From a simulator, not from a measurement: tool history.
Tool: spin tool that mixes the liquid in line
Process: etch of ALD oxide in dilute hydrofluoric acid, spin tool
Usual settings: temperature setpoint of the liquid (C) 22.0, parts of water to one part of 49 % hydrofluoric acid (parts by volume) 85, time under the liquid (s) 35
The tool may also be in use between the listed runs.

run    hour  temperature setpoint of the liquid (C)  parts of water to one part of 49 % hydrofluoric acid (parts by volume)  time under the liquid (s)  read-back film thickness of the ALD oxide reference wafer, read on the same gauge (nm)  thickness taken off the ALD oxide on a monitor wafer (Å)
  1     0.0                                    24.5                                                                      55                         35                                                                                   39.99                                                     155.1
  2    83.2                                    22.0                                                                      85                         35                                                                                   39.98                                                      86.4
  3   167.3                                    22.0                                                                      85                         50                                                                                   39.96                                                     122.8
  4   221.1                                    22.0                                                                      85                         50                                                                                   39.99                                                     123.0
  5   299.8                                    22.0                                                                      85                         35                                                                                   40.00                                                      85.5
  6   392.0                                    22.0                                                                      85                         35                                                                                   39.97                                                      84.3
      436.0  -- thermometer replaced
  7   468.0                                    22.0                                                                      85                         35                                                                                   39.99                                                      84.6
      494.9  -- hydrofluoric acid flow meter replaced
  8   535.7                                    22.0                                                                      85                         35                                                                                   40.00                                                      88.9
      543.6  -- gauge calibrated
  9   627.7                                    22.0                                                                      85                         20                                                                                   39.97                                                      50.9
 10   664.6                                    17.0                                                                      85                         25                                                                                   40.01                                                      51.8
 11   765.0                                    25.0                                                                     100                         50                                                                                   40.01                                                     118.6
 12   839.7                                    22.0                                                                      60                         35                                                                                   40.01                                                     129.3
 13   915.5                                    22.0                                                                      85                         35                                                                                   39.96                                                      87.3
 14   966.7                                    26.0                                                                      65                         35                                                                                   40.01                                                     134.4
 15  1049.5                                    22.0                                                                      85                         35                                                                                   40.00                                                      86.3
 16  1130.6                                    18.5                                                                      85                         55                                                                                   39.99                                                     115.2
 17  1175.2                                    22.0                                                                     110                         45                                                                                   40.01                                                      82.2

Consider 5 possible next runs. They are alternatives, not a sequence: every one starts from the tool as it was left by run 17. What does each give?
  A  1175.6                                    22.0                                                                      85                         35                                                                                       ?                                                         ?
  B  1175.6                                    18.0                                                                     120                         25                                                                                       ?                                                         ?
  C  1175.6                                    17.5                                                                      55                         35                                                                                       ?                                                         ?
  D  1175.6                                    22.0                                                                      70                         20                                                                                       ?                                                         ?
  E  1175.6                                    22.0                                                                      70                         35                                                                                       ?                                                         ?

run  read-back film thickness of the ALD oxide reference wafer, read on the same gauge (nm)  thickness taken off the ALD oxide on a monitor wafer (Å)
  A                                                                                   40.01                                                      85.7
  B                                                                                   40.01                                                      35.3
  C                                                                                   40.01                                                     113.7
  D                                                                                   40.01                                                      60.6
  E                                                                                   40.01                                                     106.0
Take away the tool's hidden state, keep each run's random variation, and the runs would have read:
run  thickness taken off the ALD oxide on a monitor wafer (Å)
  A                                                      89.5
  B                                                      37.0
  C                                                     118.5
  D                                                      63.2
  E                                                     110.6

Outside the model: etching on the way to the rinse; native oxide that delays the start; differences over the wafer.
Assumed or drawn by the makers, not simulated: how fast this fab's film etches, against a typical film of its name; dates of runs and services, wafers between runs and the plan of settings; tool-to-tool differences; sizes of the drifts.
